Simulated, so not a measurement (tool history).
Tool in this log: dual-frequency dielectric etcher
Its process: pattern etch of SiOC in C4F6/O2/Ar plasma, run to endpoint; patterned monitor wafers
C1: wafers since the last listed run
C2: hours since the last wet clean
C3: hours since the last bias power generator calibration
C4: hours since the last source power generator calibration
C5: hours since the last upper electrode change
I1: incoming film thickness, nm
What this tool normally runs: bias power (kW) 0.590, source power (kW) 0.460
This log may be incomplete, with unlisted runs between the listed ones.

{"run": 1, "hour": 0.0, "bias power (kW)": 0.59, "source power (kW)": 0.46, "C1": 0, "C2": 312.9, "C3": 1786.6, "C4": 1057.8, "C5": 2630.2, "I1": 33.32, "endpoint time (s)": 10.0}
{"run": 2, "hour": 68.6, "bias power (kW)": 0.59, "source power (kW)": 0.46, "C1": 1275, "C2": 381.5, "C3": 1855.2, "C4": 1126.4, "C5": 2698.8, "I1": 33.37, "endpoint time (s)": 10.0}
{"run": 3, "hour": 120.2, "bias power (kW)": 0.59, "source power (kW)": 0.46, "C1": 959, "C2": 433.1, "C3": 1906.8, "C4": 1178.0, "C5": 2750.4, "I1": 33.62, "endpoint time (s)": 10.1}
{"run": 4, "hour": 183.7, "bias power (kW)": 0.479, "source power (kW)": 0.46, "C1": 1180, "C2": 496.6, "C3": 1970.3, "C4": 1241.5, "C5": 2813.9, "I1": 33.44, "endpoint time (s)": 11.4}
{"hour": 221.9, "done": "wet clean of the chamber"}
{"run": 5, "hour": 259.4, "bias power (kW)": 0.479, "source power (kW)": 0.46, "C1": 961, "C2": 37.5, "C3": 2046.0, "C4": 1317.2, "C5": 2889.6, "I1": 33.34, "endpoint time (s)": 11.4}
{"run": 6, "hour": 304.7, "bias power (kW)": 0.479, "source power (kW)": 0.46, "C1": 842, "C2": 82.8, "C3": 2091.3, "C4": 1362.5, "C5": 2934.9, "I1": 33.38, "endpoint time (s)": 11.6}
{"run": 7, "hour": 371.6, "bias power (kW)": 0.59, "source power (kW)": 0.46, "C1": 1244, "C2": 149.7, "C3": 2158.2, "C4": 1429.4, "C5": 3001.8, "I1": 33.16, "endpoint time (s)": 10.0}
{"run": 8, "hour": 425.0, "bias power (kW)": 0.59, "source power (kW)": 0.46, "C1": 993, "C2": 203.1, "C3": 2211.6, "C4": 1482.8, "C5": 3055.2, "I1": 33.64, "endpoint time (s)": 10.2}
{"run": 9, "hour": 483.1, "bias power (kW)": 0.663, "source power (kW)": 0.5, "C1": 1080, "C2": 261.2, "C3": 2269.7, "C4": 1540.9, "C5": 3113.3, "I1": 33.5, "endpoint time (s)": 9.1}
{"run": 10, "hour": 551.5, "bias power (kW)": 0.59, "source power (kW)": 0.46, "C1": 1272, "C2": 329.6, "C3": 2338.1, "C4": 1609.3, "C5": 3181.7, "I1": 33.32, "endpoint time (s)": 10.2}
{"run": 11, "hour": 609.2, "bias power (kW)": 0.59, "source power (kW)": 0.46, "C1": 1073, "C2": 387.3, "C3": 2395.8, "C4": 1667.0, "C5": 3239.4, "I1": 33.31, "endpoint time (s)": 10.0}
{"run": 12, "hour": 711.6, "bias power (kW)": 0.59, "source power (kW)": 0.46, "C1": 1904, "C2": 489.7, "C3": 2498.2, "C4": 1769.4, "C5": 3341.8, "I1": 33.18, "endpoint time (s)": 10.2}
{"hour": 783.6, "done": "wet clean of the chamber"}
{"run": 13, "hour": 794.1, "bias power (kW)": 0.59, "source power (kW)": 0.46, "C1": 1087, "C2": 10.5, "C3": 2580.7, "C4": 1851.9, "C5": 3424.3, "I1": 33.51, "endpoint time (s)": 10.1}
{"run": 14, "hour": 885.8, "bias power (kW)": 0.59, "source power (kW)": 0.46, "C1": 1705, "C2": 102.2, "C3": 2672.4, "C4": 1943.6, "C5": 3516.0, "I1": 33.25, "endpoint time (s)": 10.1}
{"run": 15, "hour": 989.8, "bias power (kW)": 0.59, "source power (kW)": 0.46, "C1": 1934, "C2": 206.2, "C3": 2776.4, "C4": 2047.6, "C5": 3620.0, "I1": 33.39, "endpoint time (s)": 10.2}
{"run": 16, "hour": 1082.9, "bias power (kW)": 0.59, "source power (kW)": 0.46, "C1": 1731, "C2": 299.3, "C3": 2869.5, "C4": 2140.7, "C5": 3713.1, "I1": 33.4, "endpoint time (s)": 10.2}
{"run": 17, "hour": 1160.3, "bias power (kW)": 0.523, "source power (kW)": 0.38, "C1": 1439, "C2": 376.7, "C3": 2946.9, "C4": 2218.1, "C5": 3790.5, "I1": 33.19, "endpoint time (s)": 11.9}
{"run": 18, "hour": 1247.0, "bias power (kW)": 0.59, "source power (kW)": 0.39, "C1": 1612, "C2": 463.4, "C3": 3033.6, "C4": 2304.8, "C5": 3877.2, "I1": 33.52, "endpoint time (s)": 11.0}
{"hour": 1260.2, "done": "bias power generator calibrated"}
{"run": 19, "hour": 1296.7, "bias power (kW)": 0.696, "source power (kW)": 0.41, "C1": 849, "C2": 513.1, "C3": 36.5, "C4": 2354.5, "C5": 3926.9, "I1": 33.38, "endpoint time (s)": 9.3}
{"hour": 1352.1, "done": "wet clean of the chamber"}
{"run": 20, "hour": 1404.4, "bias power (kW)": 0.59, "source power (kW)": 0.46, "C1": 1556, "C2": 52.3, "C3": 144.2, "C4": 2462.2, "C5": 4034.6, "I1": 33.2, "endpoint time (s)": 9.7}
{"run": 21, "hour": 1482.5, "bias power (kW)": 0.705, "source power (kW)": 0.36, "C1": 1452, "C2": 130.4, "C3": 222.3, "C4": 2540.3, "C5": 4112.7, "I1": 33.43, "endpoint time (s)": 9.9}
{"run": 22, "hour": 1572.1, "bias power (kW)": 0.59, "source power (kW)": 0.46, "C1": 1666, "C2": 220.0, "C3": 311.9, "C4": 2629.9, "C5": 4202.3, "I1": 33.57, "endpoint time (s)": 9.9}
{"run": 23, "hour": 1616.2, "bias power (kW)": 0.59, "source power (kW)": 0.46, "C1": 820, "C2": 264.1, "C3": 356.0, "C4": 2674.0, "C5": 4246.4, "I1": 33.49, "endpoint time (s)": 9.8}
{"hour": 1639.8, "done": "source power generator calibrated"}
{"run": 24, "hour": 1715.1, "bias power (kW)": 0.727, "source power (kW)": 0.53, "C1": 1764, "C2": 363.0, "C3": 454.9, "C4": 75.3, "C5": 4345.3, "I1": 33.37, "endpoint time (s)": 8.2}
{"run": 25, "hour": 1782.1, "bias power (kW)": 0.59, "source power (kW)": 0.57, "C1": 1246, "C2": 430.0, "C3": 521.9, "C4": 142.3, "C5": 4412.3, "I1": 33.38, "endpoint time (s)": 8.9}
{"run": 26, "hour": 1860.4, "bias power (kW)": 0.69, "source power (kW)": 0.42, "C1": 1456, "C2": 508.3, "C3": 600.2, "C4": 220.6, "C5": 4490.6, "I1": 33.53, "endpoint time (s)": 9.4}
{"hour": 1913.2, "done": "wet clean of the chamber"}
{"run": 27, "hour": 1947.7, "bias power (kW)": 0.656, "source power (kW)": 0.46, "C1": 1177, "C2": 34.5, "C3": 687.5, "C4": 307.9, "C5": 4577.9, "I1": 33.37, "endpoint time (s)": 9.2}
{"hour": 2007.6, "done": "upper electrode replaced"}
{"run": 28, "hour": 2053.5, "bias power (kW)": 0.51, "source power (kW)": 0.37, "C1": 1521, "C2": 140.3, "C3": 793.3, "C4": 413.7, "C5": 45.9, "I1": 33.12, "endpoint time (s)": 11.9}
{"run": 29, "hour": 2147.2, "bias power (kW)": 0.459, "source power (kW)": 0.39, "C1": 1742, "C2": 234.0, "C3": 887.0, "C4": 507.4, "C5": 139.6, "I1": 33.58, "endpoint time (s)": 12.6}
{"run": 30, "hour": 2248.3, "bias power (kW)": 0.59, "source power (kW)": 0.46, "C1": 1880, "C2": 335.1, "C3": 988.1, "C4": 608.5, "C5": 240.7, "I1": 33.49, "endpoint time (s)": 10.1}
{"run": 31, "hour": 2307.0, "bias power (kW)": 0.507, "source power (kW)": 0.36, "C1": 1091, "C2": 393.8, "C3": 1046.8, "C4": 667.2, "C5": 299.4, "I1": 33.33, "endpoint time (s)": 12.2}
{"run": 32, "hour": 2345.3, "bias power (kW)": 0.59, "source power (kW)": 0.46, "C1": 712, "C2": 432.1, "C3": 1085.1, "C4": 705.5, "C5": 337.7, "I1": 33.32, "endpoint time (s)": 10.1}
{"run": 33, "hour": 2411.7, "bias power (kW)": 0.59, "source power (kW)": 0.46, "C1": 1234, "C2": 498.5, "C3": 1151.5, "C4": 771.9, "C5": 404.1, "I1": 33.31, "endpoint time (s)": 9.9}
{"run": 34, "hour": 2511.4, "bias power (kW)": 0.59, "source power (kW)": 0.46, "C1": 1854, "C2": 598.2, "C3": 1251.2, "C4": 871.6, "C5": 503.8, "I1": 33.24, "endpoint time (s)": 9.9}
{"hour": 2549.6, "done": "wet clean of the chamber"}
{"run": 35, "hour": 2551.5, "bias power (kW)": 0.49, "source power (kW)": 0.4, "C1": 299, "C2": 1.9, "C3": 1291.3, "C4": 911.7, "C5": 543.9, "I1": 33.36, "endpoint time (s)": 11.9}
{"run": 36, "hour": 2634.4, "bias power (kW)": 0.653, "source power (kW)": 0.58, "C1": 1541, "C2": 84.8, "C3": 1374.2, "C4": 994.6, "C5": 626.8, "I1": 33.39, "endpoint time (s)": 8.4}

Forecast each of these 3 alternatives for the next run:
{"run": "A", "hour": 2634.8, "bias power (kW)": 0.59, "source power (kW)": 0.46, "C1": 7, "C2": 85.2, "C3": 1374.6, "C4": 995.0, "C5": 627.2, "I1": 33.5, "endpoint time (s)": "?"}
{"run": "B", "hour": 2634.8, "bias power (kW)": 0.729, "source power (kW)": 0.4, "C1": 7, "C2": 85.2, "C3": 1374.6, "C4": 995.0, "C5": 627.2, "I1": 33.5, "endpoint time (s)": "?"}
{"run": "C", "hour": 2634.8, "bias power (kW)": 0.454, "source power (kW)": 0.43, "C1": 7, "C2": 85.2, "C3": 1374.6, "C4": 995.0, "C5": 627.2, "I1": 33.5, "endpoint time (s)": "?"}

run=A endpoint_time_(s)=9.9
run=B endpoint_time_(s)=9.3
run=C endpoint_time_(s)=12.0
Had the tool no hidden state, the same runs would have come out as:
run=A endpoint_time_(s)=9.7
run=B endpoint_time_(s)=9.1
run=C endpoint_time_(s)=11.9

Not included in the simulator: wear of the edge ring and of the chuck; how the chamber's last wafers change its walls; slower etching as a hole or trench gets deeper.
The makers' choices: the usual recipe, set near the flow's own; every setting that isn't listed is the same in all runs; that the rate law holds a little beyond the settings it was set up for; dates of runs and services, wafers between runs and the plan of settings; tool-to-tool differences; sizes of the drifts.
